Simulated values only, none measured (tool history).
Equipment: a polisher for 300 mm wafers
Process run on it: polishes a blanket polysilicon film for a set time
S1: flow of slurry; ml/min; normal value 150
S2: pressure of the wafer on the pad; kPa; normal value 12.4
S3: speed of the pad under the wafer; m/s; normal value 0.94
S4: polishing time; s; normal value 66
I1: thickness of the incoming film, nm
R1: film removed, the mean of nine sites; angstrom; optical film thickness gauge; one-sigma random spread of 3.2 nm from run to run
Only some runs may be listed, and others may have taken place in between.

Run 1, hour 0: usual settings but S4 71 s; I1 923.1. Result: R1 3623 angstrom.
Run 2, hour 6.7: usual settings; I1 911.8. Result: R1 3375 angstrom.
Run 3, hour 16.4: usual settings; I1 907.2. Result: R1 3293 angstrom.
Run 4, hour 25.7: usual settings; I1 895.1. Result: R1 3383 angstrom.
Run 5, hour 34: usual settings; I1 920.8. Result: R1 3315 angstrom.
Run 6, hour 49.7: usual settings but S2 14.5 kPa, S4 55 s; I1 926.2. Result: R1 3048 angstrom.
Run 7, hour 56.2: usual settings but S3 0.82 m/s; I1 920.7. Result: R1 2888 angstrom.
Run 8, hour 63.8: usual settings but S3 0.82 m/s; I1 895.6. Result: R1 2908 angstrom.
Run 9, hour 80.1: usual settings but S3 0.82 m/s; I1 914.6. Result: R1 2850 angstrom.
At hour 88.7: worn pad replaced by a new one.
Run 10, hour 95.5: usual settings but S3 0.7 m/s, S4 51 s; I1 911.1. Result: R1 1894 angstrom.
Run 11, hour 108.1: usual settings but S3 0.7 m/s, S4 51 s; I1 908. Result: R1 1869 angstrom.
Run 12, hour 118.7: usual settings but S3 0.7 m/s, S4 51 s; I1 908.9. Result: R1 1880 angstrom.
Run 13, hour 144.2: usual settings; I1 913.4. Result: R1 3288 angstrom.
Run 14, hour 160.4: usual settings; I1 909.4. Result: R1 3230 angstrom.
Run 15, hour 176.8: usual settings; I1 893.9. Result: R1 3230 angstrom.
Run 16, hour 193.3: usual settings; I1 906.8. Result: R1 3244 angstrom.
At hour 197.6: worn pad replaced by a new one.
Run 17, hour 203.9: usual settings; I1 921.9. Result: R1 3214 angstrom.
At hour 214.4: head pressure recalibrated.
At hour 216.6: slurry nozzle cleaned.
Run 18, hour 220.8: usual settings but S3 0.66 m/s; I1 902.8. Result: R1 2481 angstrom.
Run 19, hour 234.6: usual settings but S4 55 s; I1 904. Result: R1 2898 angstrom.
Run 20, hour 240.8: usual settings but S2 13.8 kPa, S3 1.08 m/s; I1 923.1. Result: R1 4237 angstrom.
Run 21, hour 250.1: usual settings but S1 135 ml/min, S2 10.3 kPa, S3 0.66 m/s, S4 55 s; I1 914.8. Result: R1 1805 angstrom.
Run 22, hour 267.7: usual settings but S3 1.24 m/s, S4 44 s; I1 923.7. Result: R1 3103 angstrom.
Run 23, hour 284.2: usual settings but S1 115 ml/min, S4 72 s; I1 905.5. Result: R1 3602 angstrom.
Run 24, hour 294.7: usual settings; I1 895.2. Result: R1 3517 angstrom.
At hour 303.3: worn pad replaced by a new one.
Run 25, hour 303.8: usual settings; I1 906. Result: R1 3503 angstrom.
Run 26, hour 343.1: usual settings but S1 115 ml/min, S2 14.5 kPa, S3 0.8 m/s, S4 81 s; I1 924.4. Result: R1 3750 angstrom.
Run 27, hour 349.2: usual settings but S1 135 ml/min; I1 922.2. Result: R1 3412 angstrom.
Run 28, hour 366.9: usual settings; I1 910.8. Result: R1 3537 angstrom.
Run 29, hour 381.6: usual settings but S4 81 s; I1 913.4. Result: R1 4307 angstrom.
At hour 392.1: worn pad replaced by a new one.
Run 30, hour 392.6: usual settings but S1 120 ml/min, S2 9 kPa; I1 910.2. Result: R1 2744 angstrom.
Run 31, hour 405.1: usual settings but S1 135 ml/min, S2 15.9 kPa, S3 1.2 m/s; I1 914.1. Result: R1 5170 angstrom.
Run 32, hour 418.3: usual settings but S1 125 ml/min, S2 8.3 kPa, S3 0.66 m/s, S4 55 s; I1 903.9. Result: R1 1593 angstrom.

What was the tool's hidden state at every run in the log?
removal rate lost through wear of the pad, %: 0 at every run
slurry flow missing at the pad, %: 0 at every run
H1: deviation of the head's pressure from its setpoint, %
run      H1
  1   -8.01
  2   -8.16
  3   -8.38
  4    -8.6
  5   -8.79
  6   -9.17
  7   -9.33
  8   -9.52
  9   -9.92
 10   -10.3
 11   -10.7
 12   -10.9
 13   -11.6
 14   -12.1
 15   -12.5
 16     -13
 17   -13.3
 18  -0.217
 19  -0.224
 20  -0.229
 21  -0.239
 22  -0.268
 23  -0.304
 24  -0.333
 25  -0.361
 26  -0.516
 27  -0.545
 28  -0.637
 29  -0.722
 30   -0.79
 31  -0.874
 32  -0.968
